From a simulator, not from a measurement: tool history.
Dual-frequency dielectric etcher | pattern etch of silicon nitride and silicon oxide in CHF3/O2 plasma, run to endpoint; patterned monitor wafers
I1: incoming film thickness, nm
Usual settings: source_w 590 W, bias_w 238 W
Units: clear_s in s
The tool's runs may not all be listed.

{"run": 1, "hour": 0.0, "source_w": 590, "bias_w": 205, "I1": 152.4, "clear_s": 104.9}
{"run": 2, "hour": 21.8, "source_w": 590, "bias_w": 205, "I1": 151.9, "clear_s": 103.2}
{"run": 3, "hour": 52.9, "source_w": 590, "bias_w": 205, "I1": 153.4, "clear_s": 104.1}
{"run": 4, "hour": 66.8, "source_w": 480, "bias_w": 224, "I1": 152.9, "clear_s": 111.5}
{"run": 5, "hour": 98.8, "source_w": 590, "bias_w": 238, "I1": 152.2, "clear_s": 97.8}
{"run": 6, "hour": 127.2, "source_w": 590, "bias_w": 238, "I1": 151.3, "clear_s": 97.3}
{"run": 7, "hour": 162.2, "source_w": 510, "bias_w": 238, "I1": 155.7, "clear_s": 107.5}
{"run": 8, "hour": 187.6, "source_w": 510, "bias_w": 238, "I1": 153.0, "clear_s": 107.3}
{"run": 9, "hour": 203.2, "source_w": 590, "bias_w": 238, "I1": 152.5, "clear_s": 98.7}
{"hour": 221.7, "done": "source power generator calibrated"}
{"run": 10, "hour": 222.2, "source_w": 590, "bias_w": 238, "I1": 153.4, "clear_s": 99.1}
{"run": 11, "hour": 249.3, "source_w": 590, "bias_w": 222, "I1": 152.7, "clear_s": 101.3}
{"run": 12, "hour": 270.8, "source_w": 590, "bias_w": 225, "I1": 153.1, "clear_s": 102.9}
{"hour": 310.3, "done": "upper electrode replaced"}
{"run": 13, "hour": 310.8, "source_w": 590, "bias_w": 225, "I1": 152.9, "clear_s": 101.1}
{"run": 14, "hour": 332.8, "source_w": 590, "bias_w": 238, "I1": 151.9, "clear_s": 99.7}
{"run": 15, "hour": 364.2, "source_w": 590, "bias_w": 238, "I1": 152.1, "clear_s": 99.2}
{"run": 16, "hour": 389.5, "source_w": 470, "bias_w": 238, "I1": 153.6, "clear_s": 114.5}
{"run": 17, "hour": 406.7, "source_w": 540, "bias_w": 272, "I1": 152.6, "clear_s": 98.9}
{"run": 18, "hour": 434.7, "source_w": 450, "bias_w": 238, "I1": 150.7, "clear_s": 113.6}
{"run": 19, "hour": 449.3, "source_w": 590, "bias_w": 238, "I1": 152.7, "clear_s": 101.1}
{"hour": 458.2, "done": "bias power generator calibrated"}
{"run": 20, "hour": 475.0, "source_w": 670, "bias_w": 203, "I1": 154.0, "clear_s": 103.5}
{"run": 21, "hour": 488.5, "source_w": 590, "bias_w": 238, "I1": 153.1, "clear_s": 102.4}
{"hour": 524.7, "done": "wet clean of the chamber"}
{"run": 22, "hour": 525.2, "source_w": 680, "bias_w": 280, "I1": 153.2, "clear_s": 84.0}
{"run": 23, "hour": 542.9, "source_w": 520, "bias_w": 293, "I1": 152.3, "clear_s": 94.9}
{"run": 24, "hour": 555.1, "source_w": 590, "bias_w": 238, "I1": 152.2, "clear_s": 95.0}
{"run": 25, "hour": 583.2, "source_w": 730, "bias_w": 261, "I1": 153.4, "clear_s": 83.6}
{"run": 26, "hour": 668.2, "source_w": 680, "bias_w": 282, "I1": 153.2, "clear_s": 85.3}
{"run": 27, "hour": 703.4, "source_w": 660, "bias_w": 210, "I1": 153.6, "clear_s": 98.5}
{"run": 28, "hour": 720.0, "source_w": 590, "bias_w": 238, "I1": 154.0, "clear_s": 99.2}

Hidden state or all else? Some run-to-run changes of clear_s, split into what the settings, what came in and random variation would give without the hidden state, and what is left for the hidden state (with any gauge scatter that isn't in both results):
The hidden state here: etch rate over this chamber's usual, %; source power that arrives over what is set, %; bias power that arrives over what is set, %.
Run 15 -> 16: source_w 590 -> 470. clear_s +15.3 s: hidden state +1.0, all else +14.3.
Run 16 -> 17: source_w 470 -> 540, bias_w 238 -> 272. clear_s -15.6 s: hidden state -0.6, all else -15.0.
Run 21 -> 22: source_w 590 -> 680, bias_w 238 -> 280, wet clean of the chamber. clear_s -18.4 s: hidden state -5.2, all else -13.2.
